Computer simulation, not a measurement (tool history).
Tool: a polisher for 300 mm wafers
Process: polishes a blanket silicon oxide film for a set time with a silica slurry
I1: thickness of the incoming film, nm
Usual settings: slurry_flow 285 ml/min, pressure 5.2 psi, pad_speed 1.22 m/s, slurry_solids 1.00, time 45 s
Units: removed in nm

Run 1, hour 0.0: usual settings; I1 815.3. Result: removed 201.9 nm.
Run 2, hour 102.8: usual settings; I1 816.6. Result: removed 199.9 nm.
Run 3, hour 151.0: usual settings; I1 836.2. Result: removed 200.1 nm.
At hour 212.7: conditioning disc replaced and pad reconditioned.
Run 4, hour 215.8: usual settings; I1 818.1. Result: removed 199.7 nm.
Run 5, hour 282.9: usual settings; I1 834.9. Result: removed 195.7 nm.
At hour 299.0: worn pad replaced by a new one.
At hour 322.5: slurry nozzle cleaned.
Run 6, hour 347.7: usual settings; I1 816.2. Result: removed 207.5 nm.
At hour 418.2: slurry blender recalibrated.
At hour 571.7: head pressure recalibrated.
Run 7, hour 671.4: usual settings; I1 822.9. Result: removed 198.9 nm.
Run 8, hour 765.2: usual settings but slurry_flow 310 ml/min; I1 817.3. Result: removed 199.2 nm.
At hour 788.4: conditioning disc replaced and pad reconditioned.
Run 9, hour 815.6: usual settings but pad_speed 1.36 m/s, slurry_solids 1.25; I1 827.2. Result: removed 233.8 nm.
At hour 867.3: worn pad replaced by a new one.
Run 10, hour 918.2: usual settings; I1 827.0. Result: removed 207.4 nm.
Run 11, hour 984.8: usual settings but slurry_flow 205 ml/min, pad_speed 1.34 m/s; I1 822.3. Result: removed 206.3 nm.
At hour 1002.1: slurry blender recalibrated.
Run 12, hour 1085.2: usual settings but slurry_flow 315 ml/min, pad_speed 0.94 m/s, slurry_solids 1.10; I1 827.6. Result: removed 191.4 nm.
At hour 1139.1: slurry nozzle cleaned.
Run 13, hour 1152.8: usual settings but pressure 6.0 psi, pad_speed 1.50 m/s, time 60 s; I1 832.7. Result: removed 347.2 nm.
Run 14, hour 1241.8: usual settings but slurry_solids 1.10; I1 805.8. Result: removed 211.9 nm.
At hour 1337.6: conditioning disc replaced and pad reconditioned.
Run 15, hour 1345.8: usual settings; I1 815.2. Result: removed 194.9 nm.
Run 16, hour 1392.6: usual settings but time 53 s; I1 819.9. Result: removed 225.6 nm.
At hour 1454.1: worn pad replaced by a new one.
Run 17, hour 1486.5: usual settings; I1 822.9. Result: removed 204.2 nm.
At hour 1535.2: head pressure recalibrated.
Run 18, hour 1540.0: usual settings but slurry_flow 240 ml/min, pressure 3.5 psi, pad_speed 0.80 m/s; I1 812.5. Result: removed 108.9 nm.
At hour 1562.2: slurry blender recalibrated.
Run 19, hour 1585.1: usual settings but pad_speed 1.10 m/s; I1 817.4. Result: removed 191.9 nm.
Run 20, hour 1661.5: usual settings but pad_speed 0.82 m/s, slurry_solids 1.25, time 40 s; I1 821.8. Result: removed 166.5 nm.
Run 21, hour 1749.8: usual settings; I1 835.8. Result: removed 201.9 nm.
At hour 1836.0: slurry nozzle cleaned.
Run 22, hour 1854.0: usual settings but slurry_flow 255 ml/min, pressure 4.2 psi, pad_speed 1.46 m/s; I1 822.3. Result: removed 176.0 nm.
At hour 1876.9: conditioning disc replaced and pad reconditioned.
Run 23, hour 1898.4: usual settings but time 30 s; I1 830.4. Result: removed 129.7 nm.
At hour 1947.1: worn pad replaced by a new one.
Run 24, hour 1996.8: usual settings but pressure 6.9 psi, time 32 s; I1 824.9. Result: removed 196.9 nm.

The same runs without the tool's hidden state, with the same run-to-run variation:
The hidden state here: removal rate lost through wear of the pad, %; slurry flow missing at the pad, %; deviation of the head's pressure from its setpoint, %; abrasive missing from the slurry, %; time polished since the conditioner stopped cutting, s.
run  removed
  1    205.3
  2    205.5
  3    207.2
  4    209.2
  5    207.8
  6    208.1
  7    206.2
  8    210.6
  9    250.3
 10    209.3
 11    208.7
 12    195.2
 13    357.1
 14    221.1
 15    208.0
 16    243.7
 17    206.6
 18    110.3
 19    194.8
 20    170.2
 21    208.6
 22    185.2
 23    137.8
 24    197.8
